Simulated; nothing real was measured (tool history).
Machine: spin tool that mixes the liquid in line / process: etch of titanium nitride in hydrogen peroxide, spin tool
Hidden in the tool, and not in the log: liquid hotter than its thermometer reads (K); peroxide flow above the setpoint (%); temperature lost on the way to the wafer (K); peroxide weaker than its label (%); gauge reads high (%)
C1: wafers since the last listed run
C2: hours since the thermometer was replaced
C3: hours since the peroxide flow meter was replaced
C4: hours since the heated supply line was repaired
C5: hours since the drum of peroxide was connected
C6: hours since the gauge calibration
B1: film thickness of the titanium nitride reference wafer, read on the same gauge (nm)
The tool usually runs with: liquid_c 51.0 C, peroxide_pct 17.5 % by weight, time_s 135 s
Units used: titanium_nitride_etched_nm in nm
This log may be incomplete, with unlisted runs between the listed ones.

Run 1, hour 0.0: usual settings but peroxide_pct 19.5 % by weight; C1 0; C2 1534.4; C3 1059.6; C4 1602.8; C5 48.5; C6 658.7; B1 109.97. Result: titanium_nitride_etched_nm 5.83 nm.
Run 2, hour 39.3: usual settings but peroxide_pct 19.5 % by weight; C1 475; C2 1573.7; C3 1098.9; C4 1642.1; C5 87.8; C6 698.0; B1 110.03. Result: titanium_nitride_etched_nm 5.83 nm.
Run 3, hour 97.1: usual settings; C1 699; C2 1631.5; C3 1156.7; C4 1699.9; C5 145.6; C6 755.8; B1 109.99. Result: titanium_nitride_etched_nm 5.75 nm.
Run 4, hour 165.6: usual settings; C1 829; C2 1700.0; C3 1225.2; C4 1768.4; C5 214.1; C6 824.3; B1 110.00. Result: titanium_nitride_etched_nm 5.76 nm.
Run 5, hour 268.5: usual settings; C1 1246; C2 1802.9; C3 1328.1; C4 1871.3; C5 317.0; C6 927.2; B1 110.01. Result: titanium_nitride_etched_nm 5.73 nm.
At hour 346.1: gauge calibrated.
Run 6, hour 346.7: usual settings; C1 947; C2 1881.1; C3 1406.3; C4 1949.5; C5 395.2; C6 0.6; B1 110.04. Result: titanium_nitride_etched_nm 5.73 nm.
Run 7, hour 449.8: usual settings; C1 1248; C2 1984.2; C3 1509.4; C4 2052.6; C5 498.3; C6 103.7; B1 110.01. Result: titanium_nitride_etched_nm 5.73 nm.
Run 8, hour 554.2: usual settings; C1 1264; C2 2088.6; C3 1613.8; C4 2157.0; C5 602.7; C6 208.1; B1 109.99. Result: titanium_nitride_etched_nm 5.72 nm.
Run 9, hour 650.3: usual settings; C1 1163; C2 2184.7; C3 1709.9; C4 2253.1; C5 698.8; C6 304.2; B1 109.98. Result: titanium_nitride_etched_nm 5.78 nm.
At hour 656.9: peroxide flow meter replaced.
At hour 695.5: new drum of peroxide connected.
Run 10, hour 715.4: usual settings; C1 764; C2 2249.8; C3 58.5; C4 2318.2; C5 19.9; C6 369.3; B1 110.01. Result: titanium_nitride_etched_nm 5.89 nm.
At hour 767.5: thermometer replaced.
Run 11, hour 825.1: usual settings; C1 1316; C2 57.6; C3 168.2; C4 2427.9; C5 129.6; C6 479.0; B1 109.99. Result: titanium_nitride_etched_nm 6.59 nm.
Run 12, hour 921.9: usual settings but liquid_c 61.0 C, peroxide_pct 20.0 % by weight, time_s 165 s; C1 1172; C2 154.4; C3 265.0; C4 2524.7; C5 226.4; C6 575.8; B1 110.02. Result: titanium_nitride_etched_nm 16.39 nm.
Run 13, hour 968.9: usual settings but peroxide_pct 20.0 % by weight, time_s 170 s; C1 569; C2 201.4; C3 312.0; C4 2571.7; C5 273.4; C6 622.8; B1 110.05. Result: titanium_nitride_etched_nm 8.58 nm.
Run 14, hour 1046.1: usual settings but liquid_c 59.5 C, time_s 55 s; C1 934; C2 278.6; C3 389.2; C4 2648.9; C5 350.6; C6 700.0; B1 110.07. Result: titanium_nitride_etched_nm 4.81 nm.
At hour 1108.5: thermometer replaced, repeated, since the last time left the tool worse.
At hour 1113.8: gauge calibrated.
Run 15, hour 1149.1: usual settings but liquid_c 54.0 C, peroxide_pct 19.5 % by weight, time_s 210 s; C1 1235; C2 40.6; C3 492.2; C4 2751.9; C5 453.6; C6 35.3; B1 109.98. Result: titanium_nitride_etched_nm 10.50 nm.
Run 16, hour 1203.6: usual settings but peroxide_pct 13.0 % by weight; C1 660; C2 95.1; C3 546.7; C4 2806.4; C5 508.1; C6 89.8; B1 109.95. Result: titanium_nitride_etched_nm 4.96 nm.
Run 17, hour 1255.2: usual settings but liquid_c 60.0 C; C1 624; C2 146.7; C3 598.3; C4 2858.0; C5 559.7; C6 141.4; B1 110.01. Result: titanium_nitride_etched_nm 9.97 nm.
At hour 1260.7: heated supply line repaired.
Run 18, hour 1353.0: usual settings but liquid_c 56.5 C; C1 1172; C2 244.5; C3 696.1; C4 92.3; C5 657.5; C6 239.2; B1 110.01. Result: titanium_nitride_etched_nm 7.83 nm.
At hour 1371.9: new drum of peroxide connected.
Run 19, hour 1422.3: usual settings; C1 827; C2 313.8; C3 765.4; C4 161.6; C5 50.4; C6 308.5; B1 110.03. Result: titanium_nitride_etched_nm 5.30 nm.
Run 20, hour 1522.9: usual settings but peroxide_pct 19.5 % by weight; C1 1218; C2 414.4; C3 866.0; C4 262.2; C5 151.0; C6 409.1; B1 110.00. Result: titanium_nitride_etched_nm 5.42 nm.
Run 21, hour 1562.0: usual settings but liquid_c 55.0 C; C1 473; C2 453.5; C3 905.1; C4 301.3; C5 190.1; C6 448.2; B1 110.00. Result: titanium_nitride_etched_nm 7.16 nm.
Run 22, hour 1645.0: usual settings; C1 1005; C2 536.5; C3 988.1; C4 384.3; C5 273.1; C6 531.2; B1 109.97. Result: titanium_nitride_etched_nm 5.33 nm.

Alternative continuations, all from the tool just after run 22; predict every row:
Run A, hour 1645.5: usual settings but time_s 170 s; C1 6; C2 537.0; C3 988.6; C4 384.8; C5 273.6; C6 531.7; B1 ?. Result: titanium_nitride_etched_nm ?.
Run B, hour 1645.5: usual settings but time_s 55 s; C1 6; C2 537.0; C3 988.6; C4 384.8; C5 273.6; C6 531.7; B1 ?. Result: titanium_nitride_etched_nm ?.
Run C, hour 1645.5: usual settings but liquid_c 54.0 C, time_s 165 s; C1 6; C2 537.0; C3 988.6; C4 384.8; C5 273.6; C6 531.7; B1 ?. Result: titanium_nitride_etched_nm ?.
Run D, hour 1645.5: usual settings but liquid_c 42.0 C, peroxide_pct 20.5 % by weight; C1 6; C2 537.0; C3 988.6; C4 384.8; C5 273.6; C6 531.7; B1 ?. Result: titanium_nitride_etched_nm ?.
Run E, hour 1645.5: usual settings but liquid_c 41.5 C, peroxide_pct 15.0 % by weight; C1 6; C2 537.0; C3 988.6; C4 384.8; C5 273.6; C6 531.7; B1 ?. Result: titanium_nitride_etched_nm ?.

run      B1  titanium_nitride_etched_nm
  A  110.01                        6.83
  B  110.01                        2.21
  C  110.01                        8.20
  D  110.01                        2.89
  E  110.01                        2.60
The same runs, with their run-to-run variation unchanged, on a tool lacking any hidden condition would have given:
run  titanium_nitride_etched_nm
  A                        6.66
  B                        2.16
  C                        8.01
  D                        2.82
  E                        2.54
